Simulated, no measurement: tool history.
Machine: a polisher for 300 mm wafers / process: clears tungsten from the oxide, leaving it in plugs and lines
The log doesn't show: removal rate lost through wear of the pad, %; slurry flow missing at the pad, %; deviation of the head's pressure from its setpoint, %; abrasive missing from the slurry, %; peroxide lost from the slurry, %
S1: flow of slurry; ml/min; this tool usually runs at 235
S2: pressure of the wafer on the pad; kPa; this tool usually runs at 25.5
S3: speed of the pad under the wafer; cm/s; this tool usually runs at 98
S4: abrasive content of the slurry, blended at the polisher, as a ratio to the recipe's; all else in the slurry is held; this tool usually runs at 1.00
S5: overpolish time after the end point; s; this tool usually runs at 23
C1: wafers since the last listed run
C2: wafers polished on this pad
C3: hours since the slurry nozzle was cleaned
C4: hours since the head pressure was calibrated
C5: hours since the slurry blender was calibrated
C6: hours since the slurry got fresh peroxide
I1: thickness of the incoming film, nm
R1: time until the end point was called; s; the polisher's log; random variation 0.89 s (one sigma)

{"run": 1, "day": 0.0, "S1": 235, "S2": 25.5, "S3": 98, "S4": 1.0, "S5": 23, "C1": 0, "C2": 1471, "C3": 127.4, "C4": 784.9, "C5": 397.8, "C6": 105.0, "I1": 356.2, "R1": 75.8}
{"run": 2, "day": 1.271, "S1": 235, "S2": 25.5, "S3": 98, "S4": 1.0, "S5": 23, "C1": 327, "C2": 1798, "C3": 157.9, "C4": 815.4, "C5": 428.3, "C6": 135.5, "I1": 346.4, "R1": 73.0}
{"day": 1.575, "done": "worn pad replaced by a new one, of another model than before"}
{"run": 3, "day": 2.717, "S1": 235, "S2": 25.5, "S3": 98, "S4": 1.0, "S5": 23, "C1": 329, "C2": 293, "C3": 192.6, "C4": 850.1, "C5": 463.0, "C6": 170.2, "I1": 348.2, "R1": 72.1}
{"run": 4, "day": 3.225, "S1": 235, "S2": 25.5, "S3": 98, "S4": 1.0, "S5": 23, "C1": 130, "C2": 424, "C3": 204.8, "C4": 862.3, "C5": 475.2, "C6": 182.4, "I1": 348.1, "R1": 72.0}
{"day": 3.438, "done": "slurry tank refilled with fresh slurry and peroxide"}
{"day": 3.783, "done": "slurry blender recalibrated"}
{"run": 5, "day": 4.267, "S1": 235, "S2": 25.5, "S3": 98, "S4": 1.0, "S5": 23, "C1": 235, "C2": 660, "C3": 229.8, "C4": 887.3, "C5": 11.6, "C6": 19.9, "I1": 350.3, "R1": 72.1}
{"run": 6, "day": 4.846, "S1": 235, "S2": 25.5, "S3": 98, "S4": 1.0, "S5": 23, "C1": 149, "C2": 809, "C3": 243.7, "C4": 901.2, "C5": 25.5, "C6": 33.8, "I1": 352.0, "R1": 72.4}
{"run": 7, "day": 5.962, "S1": 235, "S2": 25.5, "S3": 98, "S4": 1.0, "S5": 23, "C1": 287, "C2": 1097, "C3": 270.5, "C4": 928.0, "C5": 52.3, "C6": 60.6, "I1": 344.5, "R1": 72.3}
{"day": 7.208, "done": "slurry nozzle cleaned"}
{"run": 8, "day": 7.325, "S1": 235, "S2": 25.5, "S3": 98, "S4": 1.0, "S5": 23, "C1": 339, "C2": 1437, "C3": 2.8, "C4": 960.7, "C5": 85.0, "C6": 93.3, "I1": 351.8, "R1": 72.3}
{"day": 7.904, "done": "worn pad replaced by a new one"}
{"run": 9, "day": 8.538, "S1": 235, "S2": 25.5, "S3": 98, "S4": 1.0, "S5": 23, "C1": 269, "C2": 162, "C3": 31.9, "C4": 989.8, "C5": 114.1, "C6": 122.4, "I1": 355.7, "R1": 73.2}
{"day": 9.288, "done": "slurry tank refilled with fresh slurry and peroxide"}
{"run": 10, "day": 9.458, "S1": 205, "S2": 29.6, "S3": 98, "S4": 1.0, "S5": 23, "C1": 226, "C2": 388, "C3": 54.0, "C4": 1011.9, "C5": 136.2, "C6": 4.1, "I1": 351.9, "R1": 65.1}
{"run": 11, "day": 10.467, "S1": 235, "S2": 25.5, "S3": 98, "S4": 1.0, "S5": 23, "C1": 259, "C2": 648, "C3": 78.2, "C4": 1036.1, "C5": 160.4, "C6": 28.3, "I1": 351.3, "R1": 72.4}
{"day": 11.392, "done": "head pressure recalibrated"}
{"run": 12, "day": 11.475, "S1": 235, "S2": 33.8, "S3": 98, "S4": 1.0, "S5": 23, "C1": 238, "C2": 886, "C3": 102.4, "C4": 2.0, "C5": 184.6, "C6": 52.5, "I1": 342.5, "R1": 59.5}
{"run": 13, "day": 12.208, "S1": 175, "S2": 25.5, "S3": 98, "S4": 1.0, "S5": 23, "C1": 188, "C2": 1075, "C3": 120.0, "C4": 19.6, "C5": 202.2, "C6": 70.1, "I1": 348.6, "R1": 88.8}
{"run": 14, "day": 12.85, "S1": 235, "S2": 25.5, "S3": 98, "S4": 1.0, "S5": 23, "C1": 165, "C2": 1240, "C3": 135.4, "C4": 35.0, "C5": 217.6, "C6": 85.5, "I1": 350.5, "R1": 79.4}
{"run": 15, "day": 13.396, "S1": 160, "S2": 25.5, "S3": 98, "S4": 1.0, "S5": 23, "C1": 140, "C2": 1381, "C3": 148.5, "C4": 48.1, "C5": 230.7, "C6": 98.6, "I1": 346.2, "R1": 89.7}
{"run": 16, "day": 14.633, "S1": 235, "S2": 33.8, "S3": 122, "S4": 0.9, "S5": 23, "C1": 318, "C2": 1699, "C3": 178.2, "C4": 77.8, "C5": 260.4, "C6": 128.3, "I1": 353.7, "R1": 51.2}
{"day": 15.35, "done": "worn pad replaced by a new one"}
{"run": 17, "day": 15.371, "S1": 285, "S2": 25.5, "S3": 88, "S4": 1.0, "S5": 23, "C1": 146, "C2": 5, "C3": 195.9, "C4": 95.5, "C5": 278.1, "C6": 146.0, "I1": 348.5, "R1": 82.2}
{"day": 16.612, "done": "slurry tank refilled with fresh slurry and peroxide"}
{"run": 18, "day": 16.729, "S1": 270, "S2": 25.5, "S3": 84, "S4": 1.0, "S5": 23, "C1": 338, "C2": 344, "C3": 228.5, "C4": 128.1, "C5": 310.7, "C6": 2.8, "I1": 342.7, "R1": 83.6}
{"run": 19, "day": 18.129, "S1": 270, "S2": 25.5, "S3": 130, "S4": 1.0, "S5": 23, "C1": 360, "C2": 704, "C3": 262.1, "C4": 161.7, "C5": 344.3, "C6": 36.4, "I1": 351.4, "R1": 60.3}
{"day": 18.329, "done": "slurry nozzle cleaned"}
{"run": 20, "day": 19.383, "S1": 235, "S2": 25.5, "S3": 126, "S4": 1.1, "S5": 23, "C1": 312, "C2": 1016, "C3": 25.3, "C4": 191.8, "C5": 374.4, "C6": 66.5, "I1": 343.5, "R1": 59.6}
{"run": 21, "day": 20.729, "S1": 235, "S2": 25.5, "S3": 98, "S4": 1.0, "S5": 23, "C1": 346, "C2": 1363, "C3": 57.6, "C4": 224.1, "C5": 406.7, "C6": 98.8, "I1": 353.6, "R1": 78.3}
{"run": 22, "day": 21.308, "S1": 235, "S2": 25.5, "S3": 98, "S4": 1.0, "S5": 23, "C1": 149, "C2": 1512, "C3": 71.5, "C4": 238.0, "C5": 420.6, "C6": 112.7, "I1": 348.2, "R1": 76.7}
{"day": 21.688, "done": "worn pad replaced by a new one"}
{"run": 23, "day": 22.625, "S1": 185, "S2": 25.5, "S3": 78, "S4": 1.1, "S5": 23, "C1": 296, "C2": 241, "C3": 103.1, "C4": 269.6, "C5": 452.2, "C6": 144.3, "I1": 350.7, "R1": 92.7}
{"day": 23.038, "done": "slurry tank refilled with fresh slurry and peroxide"}
{"run": 24, "day": 23.225, "S1": 290, "S2": 25.5, "S3": 70, "S4": 1.0, "S5": 23, "C1": 143, "C2": 385, "C3": 117.5, "C4": 284.0, "C5": 466.6, "C6": 4.5, "I1": 352.0, "R1": 94.0}
{"day": 23.542, "done": "slurry blender recalibrated"}
{"run": 25, "day": 23.821, "S1": 235, "S2": 25.5, "S3": 98, "S4": 1.0, "S5": 23, "C1": 131, "C2": 517, "C3": 131.8, "C4": 298.3, "C5": 6.7, "C6": 18.8, "I1": 347.0, "R1": 76.3}
{"run": 26, "day": 24.504, "S1": 235, "S2": 25.5, "S3": 98, "S4": 1.15, "S5": 23, "C1": 175, "C2": 693, "C3": 148.2, "C4": 314.7, "C5": 23.1, "C6": 35.2, "I1": 357.4, "R1": 72.4}
{"run": 27, "day": 25.712, "S1": 200, "S2": 25.5, "S3": 76, "S4": 0.85, "S5": 23, "C1": 311, "C2": 1004, "C3": 177.2, "C4": 343.7, "C5": 52.1, "C6": 64.2, "I1": 345.5, "R1": 97.0}

Measured minus without-hidden-state, run by run (identical run-to-run variation in each term; gauge scatter may differ):
run=1 R1=-6.5
run=2 R1=-6.3
run=3 R1=-8.1
run=4 R1=-8.1
run=5 R1=-8.2
run=6 R1=-8.3
run=7 R1=-8.2
run=8 R1=-8.3
run=9 R1=-8.5
run=10 R1=-7.6
run=11 R1=-8.5
run=12 R1=-0.1
run=13 R1=-0.6
run=14 R1=-1.0
run=15 R1=-1.4
run=16 R1=-1.2
run=17 R1=-2.3
run=18 R1=-2.9
run=19 R1=-2.6
run=20 R1=-2.8
run=21 R1=-4.1
run=22 R1=-4.2
run=23 R1=-5.6
run=24 R1=-5.8
run=25 R1=-4.8
run=26 R1=-4.8
run=27 R1=-6.8
